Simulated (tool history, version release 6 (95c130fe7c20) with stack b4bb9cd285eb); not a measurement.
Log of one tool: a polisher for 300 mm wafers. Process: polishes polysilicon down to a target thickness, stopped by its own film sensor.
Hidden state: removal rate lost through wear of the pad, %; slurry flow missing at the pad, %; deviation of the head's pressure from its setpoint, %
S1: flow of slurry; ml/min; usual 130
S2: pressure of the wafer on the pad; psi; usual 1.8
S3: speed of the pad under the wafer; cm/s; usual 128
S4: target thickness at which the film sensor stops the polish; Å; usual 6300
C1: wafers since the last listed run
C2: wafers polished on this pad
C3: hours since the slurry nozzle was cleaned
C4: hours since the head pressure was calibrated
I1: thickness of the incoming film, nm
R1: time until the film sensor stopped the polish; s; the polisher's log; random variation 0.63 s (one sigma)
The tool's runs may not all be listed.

run 1 hour=0 | S1=130 S2=2.2 S3=128 S4=7390 | C1=0 C2=164 C3=789.8 C4=395.1 | I1=1050.9 | R1=46
run 2 hour=48.6 | S1=130 S2=2.2 S3=128 S4=7390 | C1=379 C2=543 C3=838.4 C4=443.7 | I1=1046.2 | R1=45.9
-- hour=97.7 slurry nozzle cleaned
run 3 hour=103.5 | S1=130 S2=1.5 S3=128 S4=6300 | C1=420 C2=964 C3=5.8 C4=498.6 | I1=1058.1 | R1=86.4
run 4 hour=131.2 | S1=130 S2=1.8 S3=128 S4=6300 | C1=216 C2=1180 C3=33.5 C4=526.3 | I1=1067 | R1=77.2
-- hour=251.6 worn pad replaced by a new one
run 5 hour=276.7 | S1=130 S2=1.8 S3=128 S4=6300 | C1=1104 C2=196 C3=179 C4=671.8 | I1=1079.1 | R1=78.9
run 6 hour=337.1 | S1=130 S2=1.8 S3=128 S4=6300 | C1=471 C2=667 C3=239.4 C4=732.2 | I1=1068.9 | R1=76.3
run 7 hour=403.8 | S1=130 S2=1.8 S3=128 S4=6300 | C1=520 C2=1188 C3=306.1 C4=798.9 | I1=1058.2 | R1=74
run 8 hour=440.4 | S1=130 S2=1.8 S3=128 S4=6300 | C1=285 C2=1474 C3=342.7 C4=835.5 | I1=1054.4 | R1=75
-- hour=484.1 worn pad replaced by a new one
run 9 hour=541.8 | S1=130 S2=1.8 S3=128 S4=6300 | C1=760 C2=450 C3=444.1 C4=936.9 | I1=1050.1 | R1=74.5
run 10 hour=569.9 | S1=130 S2=1.8 S3=128 S4=6300 | C1=219 C2=670 C3=472.2 C4=965 | I1=1056.4 | R1=74.1
run 11 hour=612.9 | S1=130 S2=1.8 S3=128 S4=6300 | C1=335 C2=1005 C3=515.2 C4=1008 | I1=1048.9 | R1=73.8
run 12 hour=639.9 | S1=130 S2=1.5 S3=162 S4=6300 | C1=210 C2=1216 C3=542.2 C4=1035 | I1=1071.1 | R1=73.2
-- hour=767.2 worn pad replaced by a new one
-- hour=811.9 slurry nozzle cleaned
run 13 hour=834.5 | S1=130 S2=1.5 S3=170 S4=6300 | C1=1480 C2=517 C3=22.6 C4=1229.6 | I1=1058.6 | R1=67.8
-- hour=851 head pressure recalibrated
run 14 hour=883.5 | S1=140 S2=1.8 S3=164 S4=6300 | C1=366 C2=884 C3=71.6 C4=32.5 | I1=1054.3 | R1=59.4
run 15 hour=918.2 | S1=130 S2=1.8 S3=128 S4=6300 | C1=270 C2=1155 C3=106.3 C4=67.2 | I1=1058.8 | R1=74.9
run 16 hour=956.7 | S1=130 S2=1.8 S3=128 S4=6300 | C1=300 C2=1455 C3=144.8 C4=105.7 | I1=1080.4 | R1=79.1
run 17 hour=1014 | S1=170 S2=2 S3=112 S4=6300 | C1=447 C2=1903 C3=202.1 C4=163 | I1=1057.9 | R1=72.2
-- hour=1061.1 worn pad replaced by a new one
run 18 hour=1081.2 | S1=145 S2=1.8 S3=148 S4=6300 | C1=493 C2=156 C3=269.3 C4=230.2 | I1=1052.8 | R1=64.7
run 19 hour=1123.5 | S1=130 S2=1.8 S3=128 S4=6300 | C1=330 C2=487 C3=311.6 C4=272.5 | I1=1058.5 | R1=75.6
run 20 hour=1164.3 | S1=120 S2=1.8 S3=158 S4=6920 | C1=318 C2=805 C3=352.4 C4=313.3 | I1=1064 | R1=55.5
run 21 hour=1203.6 | S1=170 S2=1.8 S3=128 S4=5870 | C1=306 C2=1112 C3=391.7 C4=352.6 | I1=1061.8 | R1=79.6
run 22 hour=1246.5 | S1=105 S2=1.6 S3=164 S4=7580 | C1=334 C2=1447 C3=434.6 C4=395.5 | I1=1082 | R1=53.2
run 23 hour=1279.4 | S1=150 S2=2.1 S3=144 S4=5230 | C1=256 C2=1704 C3=467.5 C4=428.4 | I1=1049.5 | R1=71.5

Forecast each of these 5 alternatives for the next run:
run A hour=1279.8 | S1=130 S2=1.8 S3=128 S4=5460 | C1=3 C2=1707 C3=467.9 C4=428.8 | I1=1041.3 | R1=?
run B hour=1279.8 | S1=130 S2=1.2 S3=128 S4=6300 | C1=3 C2=1707 C3=467.9 C4=428.8 | I1=1041.3 | R1=?
run C hour=1279.8 | S1=130 S2=1.8 S3=128 S4=5870 | C1=3 C2=1707 C3=467.9 C4=428.8 | I1=1041.3 | R1=?
run D hour=1279.8 | S1=170 S2=1.8 S3=158 S4=6300 | C1=3 C2=1707 C3=467.9 C4=428.8 | I1=1041.3 | R1=?
run E hour=1279.8 | S1=130 S2=1.8 S3=164 S4=7090 | C1=3 C2=1707 C3=467.9 C4=428.8 | I1=1041.3 | R1=?

run=A R1=87
run=B R1=97.3
run=C R1=79.8
run=D R1=57.9
run=E R1=47.7
Without the tool's hidden state the same runs would have given:
run=A R1=87
run=B R1=97.3
run=C R1=79.8
run=D R1=57.9
run=E R1=47.7
